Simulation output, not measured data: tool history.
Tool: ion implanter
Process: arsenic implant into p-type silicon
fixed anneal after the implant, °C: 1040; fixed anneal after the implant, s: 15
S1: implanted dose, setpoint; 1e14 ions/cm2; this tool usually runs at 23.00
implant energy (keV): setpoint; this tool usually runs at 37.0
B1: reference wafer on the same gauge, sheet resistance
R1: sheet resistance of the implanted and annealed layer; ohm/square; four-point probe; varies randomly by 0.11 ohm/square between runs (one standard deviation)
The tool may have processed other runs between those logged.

{"run": 1, "hour": 0.0, "S1": 26.35, "implant energy (keV)": 37.0, "B1": 64.91, "R1": 73.67}
{"run": 2, "hour": 28.1, "S1": 26.58, "implant energy (keV)": 34.0, "B1": 64.89, "R1": 76.03}
{"run": 3, "hour": 50.0, "S1": 26.58, "implant energy (keV)": 34.0, "B1": 64.91, "R1": 76.07}
{"run": 4, "hour": 72.8, "S1": 23.0, "implant energy (keV)": 37.0, "B1": 64.85, "R1": 77.49}
{"run": 5, "hour": 91.6, "S1": 23.0, "implant energy (keV)": 37.0, "B1": 64.93, "R1": 77.47}
{"run": 6, "hour": 111.6, "S1": 23.0, "implant energy (keV)": 37.0, "B1": 64.86, "R1": 77.56}
{"run": 7, "hour": 134.4, "S1": 23.0, "implant energy (keV)": 37.0, "B1": 64.87, "R1": 77.68}
{"run": 8, "hour": 168.7, "S1": 23.0, "implant energy (keV)": 37.0, "B1": 64.87, "R1": 77.75}
{"run": 9, "hour": 181.7, "S1": 18.35, "implant energy (keV)": 37.0, "B1": 64.86, "R1": 85.4}
{"run": 10, "hour": 212.8, "S1": 23.0, "implant energy (keV)": 37.0, "B1": 64.89, "R1": 77.79}
{"run": 11, "hour": 229.1, "S1": 23.0, "implant energy (keV)": 37.0, "B1": 64.91, "R1": 77.93}
{"run": 12, "hour": 328.4, "S1": 23.0, "implant energy (keV)": 27.0, "B1": 64.91, "R1": 84.66}
{"run": 13, "hour": 360.4, "S1": 23.0, "implant energy (keV)": 27.0, "B1": 64.88, "R1": 84.42}
{"run": 14, "hour": 374.3, "S1": 23.0, "implant energy (keV)": 27.0, "B1": 64.88, "R1": 84.44}
{"run": 15, "hour": 397.7, "S1": 23.0, "implant energy (keV)": 37.0, "B1": 64.92, "R1": 75.81}
{"run": 16, "hour": 430.3, "S1": 23.0, "implant energy (keV)": 37.0, "B1": 64.91, "R1": 75.84}
{"run": 17, "hour": 449.5, "S1": 23.0, "implant energy (keV)": 37.0, "B1": 64.89, "R1": 75.87}
{"run": 18, "hour": 456.2, "S1": 23.0, "implant energy (keV)": 37.0, "B1": 64.9, "R1": 76.19}
{"run": 19, "hour": 469.0, "S1": 18.71, "implant energy (keV)": 31.0, "B1": 64.91, "R1": 86.48}
{"run": 20, "hour": 481.8, "S1": 23.0, "implant energy (keV)": 37.0, "B1": 64.88, "R1": 75.79}
{"run": 21, "hour": 513.6, "S1": 27.81, "implant energy (keV)": 47.5, "B1": 64.87, "R1": 64.63}
{"run": 22, "hour": 537.0, "S1": 23.0, "implant energy (keV)": 37.0, "B1": 64.9, "R1": 75.98}
{"run": 23, "hour": 565.0, "S1": 17.76, "implant energy (keV)": 31.5, "B1": 64.91, "R1": 88.28}
{"run": 24, "hour": 600.2, "S1": 23.0, "implant energy (keV)": 40.5, "B1": 64.93, "R1": 73.54}
{"run": 25, "hour": 623.3, "S1": 23.0, "implant energy (keV)": 37.0, "B1": 64.86, "R1": 76.06}
{"run": 26, "hour": 647.9, "S1": 23.0, "implant energy (keV)": 37.0, "B1": 64.9, "R1": 76.02}
{"run": 27, "hour": 668.4, "S1": 26.35, "implant energy (keV)": 37.0, "B1": 64.93, "R1": 72.78}
{"run": 28, "hour": 746.4, "S1": 29.87, "implant energy (keV)": 33.5, "B1": 64.92, "R1": 73.19}
{"run": 29, "hour": 775.2, "S1": 29.73, "implant energy (keV)": 24.0, "B1": 64.89, "R1": 82.66}
{"run": 30, "hour": 787.5, "S1": 21.19, "implant energy (keV)": 26.5, "B1": 64.91, "R1": 87.55}
{"run": 31, "hour": 817.2, "S1": 29.09, "implant energy (keV)": 37.0, "B1": 64.89, "R1": 71.12}
{"run": 32, "hour": 839.3, "S1": 23.0, "implant energy (keV)": 37.0, "B1": 64.9, "R1": 76.26}
{"run": 33, "hour": 869.8, "S1": 26.58, "implant energy (keV)": 34.0, "B1": 64.93, "R1": 75.2}
{"run": 34, "hour": 897.2, "S1": 26.35, "implant energy (keV)": 37.0, "B1": 64.89, "R1": 73.0}
{"run": 35, "hour": 912.4, "S1": 28.51, "implant energy (keV)": 37.0, "B1": 64.88, "R1": 71.32}
{"run": 36, "hour": 945.4, "S1": 25.98, "implant energy (keV)": 45.0, "B1": 64.9, "R1": 68.01}
{"run": 37, "hour": 986.2, "S1": 19.87, "implant energy (keV)": 46.0, "B1": 64.89, "R1": 75.41}
{"run": 38, "hour": 1011.0, "S1": 23.0, "implant energy (keV)": 31.0, "B1": 64.9, "R1": 81.13}

Withheld: 3 entries from between the runs. Position of each, and hidden state at the listed run before versus the listed run after:
From run 11 to run 12: Faraday cup replaced and dose calibrated (hour 291.5)
  deviation of the true dose from the Faraday cup's reading, %: -6.26 -> 0.591
  measured minus no-state result, R1: +1.81 -> -0.15 ohm/square
From run 16 to run 17: extraction supply calibrated (hour 449.0)
  deviation of the true dose from the Faraday cup's reading, %: 0.525 -> 0.504
  measured minus no-state result, R1: -0.13 -> -0.14 ohm/square
From run 27 to run 28: gauge calibrated (hour 678.8)
  deviation of the true dose from the Faraday cup's reading, %: 0.0717 -> -0.168
  measured minus no-state result, R1: -0.02 -> +0.03 ohm/square
